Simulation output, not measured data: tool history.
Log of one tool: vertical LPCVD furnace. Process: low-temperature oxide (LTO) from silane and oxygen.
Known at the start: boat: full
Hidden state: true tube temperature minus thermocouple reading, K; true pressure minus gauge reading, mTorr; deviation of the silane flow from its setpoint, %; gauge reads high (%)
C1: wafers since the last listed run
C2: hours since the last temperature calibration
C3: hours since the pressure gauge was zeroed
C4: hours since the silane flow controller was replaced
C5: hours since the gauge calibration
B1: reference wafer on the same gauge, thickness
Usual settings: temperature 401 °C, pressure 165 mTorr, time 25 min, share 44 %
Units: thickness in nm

run 1 day=0 | temperature=401 pressure=165 time=17.5 share=44 | C1=0 C2=2401.1 C3=3504.3 C4=2 C5=1557.1 | B1=206.06 | thickness=140.53
run 2 day=2.6 | temperature=401 pressure=165 time=17.5 share=44 | C1=835 C2=2463.5 C3=3566.7 C4=64.4 C5=1619.5 | B1=206.1 | thickness=140.32
run 3 day=5.238 | temperature=398 pressure=165 time=25 share=44 | C1=847 C2=2526.8 C3=3630 C4=127.7 C5=1682.8 | B1=206.07 | thickness=194.46
run 4 day=7.642 | temperature=398 pressure=165 time=25 share=44 | C1=772 C2=2584.5 C3=3687.7 C4=185.4 C5=1740.5 | B1=205.99 | thickness=194.51
run 5 day=8.788 | temperature=393 pressure=165 time=25 share=44 | C1=368 C2=2612 C3=3715.2 C4=212.9 C5=1768 | B1=205.89 | thickness=183.07
run 6 day=10.996 | temperature=393 pressure=165 time=25 share=44 | C1=709 C2=2665 C3=3768.2 C4=265.9 C5=1821 | B1=205.99 | thickness=184.54
run 7 day=12.267 | temperature=401 pressure=165 time=25 share=44 | C1=408 C2=2695.5 C3=3798.7 C4=296.4 C5=1851.5 | B1=205.99 | thickness=200.88
run 8 day=13.738 | temperature=401 pressure=140 time=19 share=35 | C1=472 C2=2730.8 C3=3834 C4=331.7 C5=1886.8 | B1=205.94 | thickness=98.75
-- day=16.683 pressure gauge zeroed
run 9 day=16.704 | temperature=401 pressure=185 time=31.5 share=44 | C1=632 C2=2802 C3=0.5 C4=402.9 C5=1958 | B1=206.01 | thickness=283.77
run 10 day=17.15 | temperature=401 pressure=195 time=25 share=44 | C1=143 C2=2812.7 C3=11.2 C4=413.6 C5=1968.7 | B1=206.07 | thickness=238.19
run 11 day=18.55 | temperature=405 pressure=205 time=25 share=44 | C1=449 C2=2846.3 C3=44.8 C4=447.2 C5=2002.3 | B1=206 | thickness=259.51
run 12 day=19.8 | temperature=401 pressure=165 time=33.5 share=40 | C1=401 C2=2876.3 C3=74.8 C4=477.2 C5=2032.3 | B1=206.02 | thickness=244.19
run 13 day=21.842 | temperature=401 pressure=190 time=35 share=44 | C1=656 C2=2925.3 C3=123.8 C4=526.2 C5=2081.3 | B1=205.97 | thickness=325.68
run 14 day=23.425 | temperature=401 pressure=165 time=32.5 share=50 | C1=508 C2=2963.3 C3=161.8 C4=564.2 C5=2119.3 | B1=205.9 | thickness=296.97
run 15 day=26.021 | temperature=401 pressure=145 time=35 share=44 | C1=834 C2=3025.6 C3=224.1 C4=626.5 C5=2181.6 | B1=206.02 | thickness=249.64
run 16 day=27.871 | temperature=401 pressure=165 time=28.5 share=44 | C1=594 C2=3070 C3=268.5 C4=670.9 C5=2226 | B1=206.08 | thickness=230.67
-- day=29.671 gauge calibrated
run 17 day=34.442 | temperature=401 pressure=185 time=31.5 share=44 | C1=2112 C2=3227.7 C3=426.2 C4=828.6 C5=114.5 | B1=206.07 | thickness=287.09
run 18 day=36.712 | temperature=409 pressure=135 time=25 share=36 | C1=729 C2=3282.2 C3=480.7 C4=883.1 C5=169 | B1=206.01 | thickness=144.15
run 19 day=38.638 | temperature=397 pressure=165 time=25 share=39 | C1=618 C2=3328.4 C3=526.9 C4=929.3 C5=215.2 | B1=206.14 | thickness=169.75
-- day=41.2 thermocouples replaced and temperature profile calibrated
run 20 day=41.454 | temperature=393 pressure=145 time=25 share=44 | C1=583 C2=6.1 C3=594.5 C4=996.9 C5=282.8 | B1=205.98 | thickness=157.86
run 21 day=42.479 | temperature=398 pressure=150 time=25 share=44 | C1=329 C2=30.7 C3=619.1 C4=1021.5 C5=307.4 | B1=206.05 | thickness=172.33
run 22 day=44.467 | temperature=401 pressure=180 time=28.5 share=44 | C1=638 C2=78.4 C3=666.8 C4=1069.2 C5=355.1 | B1=205.93 | thickness=244.33
run 23 day=46.1 | temperature=408 pressure=165 time=32 share=39 | C1=524 C2=117.6 C3=706 C4=1108.4 C5=394.3 | B1=206.02 | thickness=236.21
run 24 day=47.262 | temperature=401 pressure=165 time=25 share=44 | C1=373 C2=145.5 C3=733.9 C4=1136.3 C5=422.2 | B1=206.02 | thickness=196.38
run 25 day=48.483 | temperature=404 pressure=195 time=33 share=37 | C1=392 C2=174.8 C3=763.2 C4=1165.6 C5=451.5 | B1=206.01 | thickness=258.69
run 26 day=51.304 | temperature=401 pressure=165 time=21.5 share=40 | C1=906 C2=242.5 C3=830.9 C4=1233.3 C5=519.2 | B1=205.91 | thickness=150.7
run 27 day=53.679 | temperature=401 pressure=165 time=25 share=44 | C1=763 C2=299.5 C3=887.9 C4=1290.3 C5=576.2 | B1=206.01 | thickness=195.41
run 28 day=56.4 | temperature=401 pressure=165 time=16.5 share=38 | C1=874 C2=364.8 C3=953.2 C4=1355.6 C5=641.5 | B1=205.94 | thickness=109.4
run 29 day=63.296 | temperature=401 pressure=165 time=25 share=44 | C1=2216 C2=530.3 C3=1118.7 C4=1521.1 C5=807 | B1=205.92 | thickness=196.42
run 30 day=65.521 | temperature=401 pressure=165 time=25 share=44 | C1=715 C2=583.7 C3=1172.1 C4=1574.5 C5=860.4 | B1=206 | thickness=195.79

Hidden state at the last listed run before each entry between runs and at the first one after, where it differs:
Between runs 8 and 9: pressure gauge zeroed (day 16.683)
  true tube temperature minus thermocouple reading, K: 2.58 -> 2.69
  measured less the result without the state, thickness: +2.85 -> +7.99 nm
Between runs 16 and 17: gauge calibrated (day 29.671)
  true tube temperature minus thermocouple reading, K: 3.14 -> 3.42
  measured less the result without the state, thickness: +7.54 -> +10.21 nm
Between runs 19 and 20: thermocouples replaced and temperature profile calibrated (day 41.2)
  true tube temperature minus thermocouple reading, K: 3.61 -> 0.246
  measured less the result without the state, thickness: +6.71 -> +0.43 nm

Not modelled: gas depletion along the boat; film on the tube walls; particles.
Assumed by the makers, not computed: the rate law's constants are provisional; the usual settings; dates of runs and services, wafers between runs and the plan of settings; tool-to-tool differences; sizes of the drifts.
